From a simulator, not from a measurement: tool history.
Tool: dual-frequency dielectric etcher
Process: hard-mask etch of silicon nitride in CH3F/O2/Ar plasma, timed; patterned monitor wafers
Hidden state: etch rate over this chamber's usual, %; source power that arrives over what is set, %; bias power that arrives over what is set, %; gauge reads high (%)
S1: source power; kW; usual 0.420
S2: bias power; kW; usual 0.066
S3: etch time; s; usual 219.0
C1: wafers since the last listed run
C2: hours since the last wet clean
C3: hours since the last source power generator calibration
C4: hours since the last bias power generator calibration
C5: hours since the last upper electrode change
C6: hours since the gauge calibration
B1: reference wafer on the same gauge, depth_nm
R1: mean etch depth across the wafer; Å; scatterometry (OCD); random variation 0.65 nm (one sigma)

run    hour     S1     S2     S3   C1     C2      C3      C4      C5      C6     B1    R1
  1     0.0  0.420  0.066  219.0    0  548.7  4197.3  2889.3  3615.5   751.5  125.1  1418
       50.7  -- wet clean of the chamber
  2    58.9  0.420  0.066  219.0  212    8.2  4256.2  2948.2  3674.4   810.4  125.1  1466
  3    91.2  0.420  0.066  219.0  196   40.5  4288.5  2980.5  3706.7   842.7  124.8  1454
  4   116.9  0.420  0.066  219.0  156   66.2  4314.2  3006.2  3732.4   868.4  125.0  1453
  5   148.3  0.420  0.054  250.5  191   97.6  4345.6  3037.6  3763.8   899.8  125.0  1561
  6   187.1  0.420  0.066  219.0  236  136.4  4384.4  3076.4  3802.6   938.6  125.1  1452
  7   244.1  0.420  0.066  219.0  346  193.4  4441.4  3133.4  3859.6   995.6  125.1  1448
  8   281.3  0.420  0.066  219.0  226  230.6  4478.6  3170.6  3896.8  1032.8  125.0  1446
      331.7  -- source power generator calibrated
      441.9  -- upper electrode replaced
  9   463.4  0.420  0.066  219.0  937  412.7   131.7  3352.7    21.5  1214.9  125.3  1438
 10   512.4  0.420  0.066  219.0  298  461.7   180.7  3401.7    70.5  1263.9  124.9  1433
      574.3  -- gauge calibrated
      583.1  -- wet clean of the chamber
 11   583.6  0.420  0.066  219.0  287    0.5   251.9  3472.9   141.7     9.3  124.8  1458
      627.6  -- bias power generator calibrated
 12   628.1  0.420  0.066  219.0  246   45.0   296.4     0.5   186.2    53.8  124.8  1457
 13   664.8  0.390  0.072  268.5  223   81.7   333.1    37.2   222.9    90.5  125.0  1774
 14   693.5  0.490  0.052  282.0  174  110.4   361.8    65.9   251.6   119.2  125.0  1816
 15   726.2  0.420  0.079  248.0  198  143.1   394.5    98.6   284.3   151.9  125.1  1734
 16   764.5  0.370  0.066  187.0  233  181.4   432.8   136.9   322.6   190.2  124.9  1193
 17   836.0  0.330  0.070  219.0  435  252.9   504.3   208.4   394.1   261.7  125.2  1376
 18   860.8  0.500  0.066  181.5  150  277.7   529.1   233.2   418.9   286.5  125.0  1250
 19   927.3  0.370  0.066  186.5  404  344.2   595.6   299.7   485.4   353.0  125.0  1184
 20   992.4  0.450  0.061  184.0  396  409.3   660.7   364.8   550.5   418.1  125.1  1190
 21  1039.2  0.420  0.066  219.0  284  456.1   707.5   411.6   597.3   464.9  125.0  1426

Hidden state at the last listed run before each entry between runs and at the first one after, where it differs:
Between runs 1 and 2: wet clean of the chamber (hour 50.7)
  etch rate over this chamber's usual, %: -2.31 -> -0.329
  measured less the result without the state, R1: -34 -> -5 Å
Between runs 8 and 9: source power generator calibrated (hour 331.7); upper electrode replaced (hour 441.9)
  etch rate over this chamber's usual, %: -1.26 -> -2.03
  measured less the result without the state, R1: -18 -> -30 Å
Between runs 10 and 11: gauge calibrated (hour 574.3); wet clean of the chamber (hour 583.1)
  etch rate over this chamber's usual, %: -2.23 -> -0.406
  measured less the result without the state, R1: -33 -> -6 Å
Between runs 11 and 12: bias power generator calibrated (hour 627.6)
  etch rate over this chamber's usual, %: -0.406 -> -0.593
  measured less the result without the state, R1: -6 -> -9 Å

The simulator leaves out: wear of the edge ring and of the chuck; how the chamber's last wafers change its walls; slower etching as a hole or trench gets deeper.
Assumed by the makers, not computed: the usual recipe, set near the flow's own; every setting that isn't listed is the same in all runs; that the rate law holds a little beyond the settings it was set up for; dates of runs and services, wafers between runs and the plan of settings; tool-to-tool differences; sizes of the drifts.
